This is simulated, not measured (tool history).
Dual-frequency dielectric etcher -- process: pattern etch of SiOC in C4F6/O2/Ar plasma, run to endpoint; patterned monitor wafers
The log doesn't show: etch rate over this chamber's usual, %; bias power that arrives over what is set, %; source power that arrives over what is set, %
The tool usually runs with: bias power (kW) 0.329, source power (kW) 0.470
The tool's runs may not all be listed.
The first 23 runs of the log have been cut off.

run    hour  bias power (kW)  source power (kW)  wafers since the last listed run  hours since the last wet clean  hours since the last bias power generator calibration  hours since the last source power generator calibration  hours since the last upper electrode change  incoming incoming film thickness, nm  endpoint time (s)
 24  2060.1            0.329              0.500                              1818                           734.4                                                  466.3                                                    725.4                                       1231.2                                  50.5               18.7
 25  2134.0            0.384              0.580                              1845                           808.3                                                  540.2                                                    799.3                                       1305.1                                  50.8               16.4
     2182.0  -- wet clean of the chamber
 26  2197.9            0.329              0.470                               996                            15.9                                                  604.1                                                    863.2                                       1369.0                                  50.5               19.0
 27  2239.4            0.329              0.470                              1036                            57.4                                                  645.6                                                    904.7                                       1410.5                                  50.6               18.6
 28  2297.0            0.354              0.570                              1438                           115.0                                                  703.2                                                    962.3                                       1468.1                                  50.3               16.9
 29  2397.2            0.350              0.550                              2502                           215.2                                                  803.4                                                   1062.5                                       1568.3                                  51.1               17.5
 30  2477.9            0.374              0.540                              2015                           295.9                                                  884.1                                                   1143.2                                       1649.0                                  50.4               16.7
 31  2539.1            0.267              0.430                              1528                           357.1                                                  945.3                                                   1204.4                                       1710.2                                  50.5               21.8
 32  2606.9            0.252              0.360                              1693                           424.9                                                 1013.1                                                   1272.2                                       1778.0                                  50.3               24.2
 33  2691.4            0.263              0.400                              2110                           509.4                                                 1097.6                                                   1356.7                                       1862.5                                  51.1               22.9
 34  2749.7            0.382              0.520                              1456                           567.7                                                 1155.9                                                   1415.0                                       1920.8                                  50.6               17.0

5 options for the next run, each taken on its own from the tool as it stands now. Forecast them:
  A  2750.1            0.329              0.520                                 9                           568.1                                                 1156.3                                                   1415.4                                       1921.2                                  51.2                  ?
  B  2750.1            0.383              0.390                                 9                           568.1                                                 1156.3                                                   1415.4                                       1921.2                                  51.2                  ?
  C  2750.1            0.377              0.370                                 9                           568.1                                                 1156.3                                                   1415.4                                       1921.2                                  51.2                  ?
  D  2750.1            0.404              0.470                                 9                           568.1                                                 1156.3                                                   1415.4                                       1921.2                                  51.2                  ?
  E  2750.1            0.370              0.590                                 9                           568.1                                                 1156.3                                                   1415.4                                       1921.2                                  51.2                  ?

run  endpoint time (s)
  A               18.4
  B               19.0
  C               19.5
  D               17.3
  E               16.6
Stripped of hidden state, with their random variation kept, the same runs would have yielded:
run  endpoint time (s)
  A               18.4
  B               19.0
  C               19.5
  D               17.3
  E               16.6

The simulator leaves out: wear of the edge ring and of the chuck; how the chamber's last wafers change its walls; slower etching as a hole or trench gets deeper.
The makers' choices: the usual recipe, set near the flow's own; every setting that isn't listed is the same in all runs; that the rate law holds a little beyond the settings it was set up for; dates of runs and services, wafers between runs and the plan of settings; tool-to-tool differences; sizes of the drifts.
